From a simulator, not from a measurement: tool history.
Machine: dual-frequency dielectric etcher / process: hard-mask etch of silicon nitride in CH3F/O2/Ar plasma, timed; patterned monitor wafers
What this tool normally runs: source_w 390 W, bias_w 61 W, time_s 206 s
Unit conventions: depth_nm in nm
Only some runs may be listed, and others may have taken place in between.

| run | hour | source_w | bias_w | time_s | read-back reference wafer on the same gauge, depth_nm | depth_nm |
|---|---|---|---|---|---|---|
| 1 | 0 | 340 | 61 | 206 | 144.9 | 113.3 |
| 2 | 72.3 | 340 | 61 | 206 | 144.9 | 112.9 |
| 3 | 144.3 | 390 | 61 | 206 | 145 | 121.8 |
| 4 | 208.6 | 410 | 57 | 206 | 144.9 | 122.9 |
| 5 | 310.2 | 410 | 57 | 206 | 145 | 123 |
| 6 | 359 | 410 | 57 | 206 | 145 | 124.4 |
| 7 | 419.9 | 390 | 61 | 206 | 145 | 121 |
|  | 446 | gauge calibrated |
| 8 | 462.1 | 390 | 61 | 206 | 145 | 121.5 |
| 9 | 514.6 | 440 | 49 | 263.5 | 145 | 158.2 |
|  | 581.9 | upper electrode replaced |
|  | 629.2 | wet clean of the chamber |
| 10 | 629.7 | 390 | 61 | 206 | 145.1 | 120.9 |
| 11 | 672.3 | 460 | 61 | 206 | 145 | 131.4 |
|  | 756.6 | source power generator calibrated |
| 12 | 769.7 | 310 | 73 | 206 | 145.1 | 109.6 |
| 13 | 821.5 | 390 | 48 | 147.5 | 145 | 83.2 |
|  | 825.6 | bias power generator calibrated |
| 14 | 876.8 | 490 | 52 | 206 | 144.9 | 134 |
| 15 | 952.8 | 460 | 53 | 255.5 | 145.1 | 160.9 |
| 16 | 1011.3 | 340 | 61 | 167 | 145 | 91.1 |
| 17 | 1067.8 | 390 | 61 | 228.5 | 145 | 133.5 |

Branching from run 17: 5 alternative next runs. What would each branch give?
| A | 1068.3 | 390 | 57 | 206 | ? | ? |
| B | 1068.3 | 390 | 47 | 158 | ? | ? |
| C | 1068.3 | 430 | 70 | 231 | ? | ? |
| D | 1068.3 | 330 | 68 | 206 | ? | ? |
| E | 1068.3 | 350 | 56 | 156.5 | ? | ? |

| run | read-back reference wafer on the same gauge, depth_nm | depth_nm |
|---|---|---|
| A | 145 | 119.8 |
| B | 145 | 89.3 |
| C | 145 | 146.3 |
| D | 145 | 112.7 |
| E | 145 | 85.6 |
What these runs would have given with no unlogged condition in the tool:
| run | depth_nm |
|---|---|
| A | 119.8 |
| B | 89.3 |
| C | 146.3 |
| D | 112.7 |
| E | 85.6 |
